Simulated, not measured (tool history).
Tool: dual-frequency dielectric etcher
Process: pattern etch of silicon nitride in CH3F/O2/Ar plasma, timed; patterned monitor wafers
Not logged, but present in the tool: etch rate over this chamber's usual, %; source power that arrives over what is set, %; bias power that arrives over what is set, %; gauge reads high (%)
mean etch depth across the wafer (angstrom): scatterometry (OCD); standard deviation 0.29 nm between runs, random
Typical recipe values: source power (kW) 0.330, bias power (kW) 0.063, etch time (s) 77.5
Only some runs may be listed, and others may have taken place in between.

run,day,source power (kW),bias power (kW),etch time (s),wafers since the last listed run,hours since the last wet clean,hours since the last source power generator calibration,hours since the last bias power generator calibration,hours since the last upper electrode change,hours since the gauge calibration,"read-back reference wafer on the same gauge, depth_nm",mean etch depth across the wafer (angstrom)
1,0.000,0.330,0.063,77.5,0,390.6,1995.6,4091.5,2078.7,121.9,51.65,464.8
2,0.458,0.330,0.063,77.5,147,401.6,2006.6,4102.5,2089.7,132.9,51.65,467.3
3,0.921,0.330,0.063,77.5,149,412.7,2017.7,4113.6,2100.8,144.0,51.70,463.2
4,3.000,0.330,0.063,77.5,669,462.6,2067.6,4163.5,2150.7,193.9,51.70,462.7
5,3.583,0.330,0.063,77.5,187,476.6,2081.6,4177.5,2164.7,207.9,51.74,472.8
6,3.917,0.330,0.058,77.5,107,484.6,2089.6,4185.5,2172.7,215.9,51.77,446.8
7,4.271,0.330,0.063,77.5,114,493.1,2098.1,4194.0,2181.2,224.4,51.72,473.8
8,4.692,0.330,0.063,77.5,135,503.2,2108.2,4204.1,2191.3,234.5,51.65,473.5
9,5.238,0.330,0.063,77.5,175,516.3,2121.3,4217.2,2204.4,247.6,51.72,463.8
10,5.667,0.330,0.063,77.5,138,526.6,2131.6,4227.5,2214.7,257.9,51.81,469.2
11,6.275,0.330,0.063,77.5,196,541.2,2146.2,4242.1,2229.3,272.5,51.72,476.7
12,6.642,0.330,0.063,77.5,118,550.0,2155.0,4250.9,2238.1,281.3,51.68,468.1
13,7.379,0.330,0.063,77.5,237,567.7,2172.7,4268.6,2255.8,299.0,51.78,469.0
14,8.079,0.250,0.049,69.5,225,584.5,2189.5,4285.4,2272.6,315.8,51.68,315.1
# day 8.408: source power generator calibrated
# day 9.921: wet clean of the chamber
15,9.942,0.330,0.063,77.5,224,0.5,36.8,4330.1,2317.3,360.5,51.78,452.3
16,9.954,0.330,0.063,77.5,4,0.8,37.1,4330.4,2317.6,360.8,51.79,454.4
17,10.542,0.250,0.052,71.0,189,14.9,51.2,4344.5,2331.7,374.9,51.58,320.6
18,10.838,0.300,0.063,66.5,95,22.0,58.3,4351.6,2338.8,382.0,51.70,368.1
# day 11.833: gauge calibrated
# day 11.888: bias power generator calibrated
# day 12.221: upper electrode replaced
19,12.242,0.330,0.071,77.5,291,55.7,92.0,8.5,0.5,9.8,51.66,482.4
20,12.254,0.330,0.063,87.5,4,56.0,92.3,8.8,0.8,10.1,51.82,512.4
21,14.004,0.330,0.063,77.5,563,98.0,134.3,50.8,42.8,52.1,51.67,458.5
22,14.621,0.330,0.069,77.5,198,112.8,149.1,65.6,57.6,66.9,51.85,479.9
23,14.925,0.330,0.063,71.5,98,120.1,156.4,72.9,64.9,74.2,51.61,420.6
24,15.325,0.410,0.063,77.5,128,129.7,166.0,82.5,74.5,83.8,51.74,511.4
25,15.754,0.330,0.063,62.5,138,140.0,176.3,92.8,84.8,94.1,51.52,369.1
26,16.425,0.330,0.063,77.5,216,156.1,192.4,108.9,100.9,110.2,51.71,461.7
27,16.938,0.330,0.071,93.5,165,168.4,204.7,121.2,113.2,122.5,51.58,588.8

Branching from run 27: 3 alternative next runs. What would each branch give?
A,16.954,0.310,0.063,77.5,5,168.8,205.1,121.6,113.6,122.9,?,?
B,16.954,0.330,0.076,91.5,5,168.8,205.1,121.6,113.6,122.9,?,?
C,16.954,0.290,0.075,63.5,5,168.8,205.1,121.6,113.6,122.9,?,?

run,"read-back reference wafer on the same gauge, depth_nm",mean etch depth across the wafer (angstrom)
A,51.69,440.0
B,51.69,593.3
C,51.69,381.9
Had the tool no hidden state, the same runs would have come out as:
run,mean etch depth across the wafer (angstrom)
A,433.7
B,584.8
C,376.4

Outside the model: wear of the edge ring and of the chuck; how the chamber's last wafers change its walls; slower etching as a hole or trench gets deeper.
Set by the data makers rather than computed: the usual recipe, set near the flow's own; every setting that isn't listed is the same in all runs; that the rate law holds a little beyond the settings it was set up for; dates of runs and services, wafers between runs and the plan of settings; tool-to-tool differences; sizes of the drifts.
